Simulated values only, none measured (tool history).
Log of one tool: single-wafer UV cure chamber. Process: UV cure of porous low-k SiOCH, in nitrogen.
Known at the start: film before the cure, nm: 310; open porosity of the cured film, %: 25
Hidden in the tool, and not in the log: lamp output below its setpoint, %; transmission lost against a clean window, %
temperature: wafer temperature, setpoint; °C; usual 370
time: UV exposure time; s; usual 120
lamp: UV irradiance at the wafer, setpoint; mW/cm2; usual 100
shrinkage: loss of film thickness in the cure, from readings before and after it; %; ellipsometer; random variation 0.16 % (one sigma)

run,hour,temperature,time,lamp,wafers since the last listed run,hours since the UV bulbs were replaced,wafers since the quartz window was cleaned,shrinkage
1,0,370,135,100,0,78.9,2547,10.826
2,36.1,370,135,100,391,115,2939,11.136
3,95.3,370,120,100,641,174.2,3580,9.996
4,175.6,370,120,100,870,254.5,4451,10.125
5,275.9,370,120,100,1087,354.8,5538,9.956
6,357.8,370,120,100,887,436.7,6426,9.56
7,454,370,120,100,1042,532.9,7469,9.649
# hour 466.6: quartz window cleaned
8,536.2,370,120,100,804,615.1,754,10.436
9,806.5,356,120,100,2930,885.4,3684,9.867
10,874.5,356,120,100,737,953.4,4421,9.665
11,921.2,370,75,100,506,1000.1,4927,7.704
12,978.3,370,75,100,618,1057.2,5546,7.502
13,1073.5,370,75,100,1031,1152.4,6578,7.671
# hour 1117.1: UV bulbs replaced
14,1177.9,370,120,85,1044,60.8,7623,8.817
# hour 1209.9: quartz window cleaned
15,1281.7,370,120,85,1038,164.6,778,9.804
16,1332.1,370,120,85,546,215,1324,9.564
17,1439.1,360,120,100,1159,322,2484,10.091
18,1492.2,360,120,100,575,375.1,3060,10.159
19,1555.9,360,120,100,690,438.8,3750,9.936
20,1603.2,370,120,100,512,486.1,4263,10.138
21,1686,370,165,135,897,568.9,5161,13.371
22,1761.2,370,100,115,815,644.1,5976,9.652
23,1863.9,370,120,100,1113,746.8,7089,9.837
# hour 1943.9: quartz window cleaned
24,1958.6,355,50,135,939,841.5,159,7.433
25,2034.4,381,175,83,821,917.3,980,11.601
26,2074.6,370,120,87,435,957.5,1416,9.934
27,2143.1,370,135,100,742,1026,2159,10.845
28,2217.4,378,180,127,805,1100.3,2964,13.651
# hour 2386.3: UV bulbs replaced
29,2530.7,376,185,66,3309,144.4,6274,9.899
# hour 2618.6: quartz window cleaned
30,2628.5,384,120,100,973,242.2,107,11.015
31,2731.9,389,95,82,1120,345.6,1228,8.804
32,2769.5,382,80,100,407,383.2,1636,8.437
33,2822.7,386,150,127,576,436.4,2212,13.19
34,2869.6,376,190,120,508,483.3,2721,13.846
35,3079.6,370,120,139,2276,693.3,4997,11.905
36,3156.7,378,180,127,835,770.4,5833,13.448
37,3198.4,370,120,61,452,812.1,6285,7.559
38,3289,360,150,100,982,902.7,7267,10.84
# hour 3355.6: quartz window cleaned
39,3376.7,370,120,100,863,990.4,228,10.637

Some steps in shrinkage between neighbouring runs. How much of each would the tool show without its hidden state too (settings, what came in, random variation), and how much is left for the hidden state, with any gauge scatter that isn't in both results?
Run 7 -> 8: quartz window cleaned. shrinkage +0.787 %: hidden state +0.835, all else -0.048.
Run 14 -> 15: quartz window cleaned. shrinkage +0.987 %: hidden state +0.82, all else +0.167.
Run 24 -> 25: temperature 355 -> 381, time 50 -> 175, lamp 135 -> 83. shrinkage +4.168 %: hidden state -0.108, all else +4.276.
Run 29 -> 30: temperature 376 -> 384, time 185 -> 120, lamp 66 -> 100, quartz window cleaned. shrinkage +1.116 %: hidden state +0.827, all else +0.289.
Run 32 -> 33: temperature 382 -> 386, time 80 -> 150, lamp 100 -> 127. shrinkage +4.753 %: hidden state -0.093, all else +4.846.
Run 36 -> 37: temperature 378 -> 370, time 180 -> 120, lamp 127 -> 61. shrinkage -5.889 %: hidden state +0.032, all else -5.921.
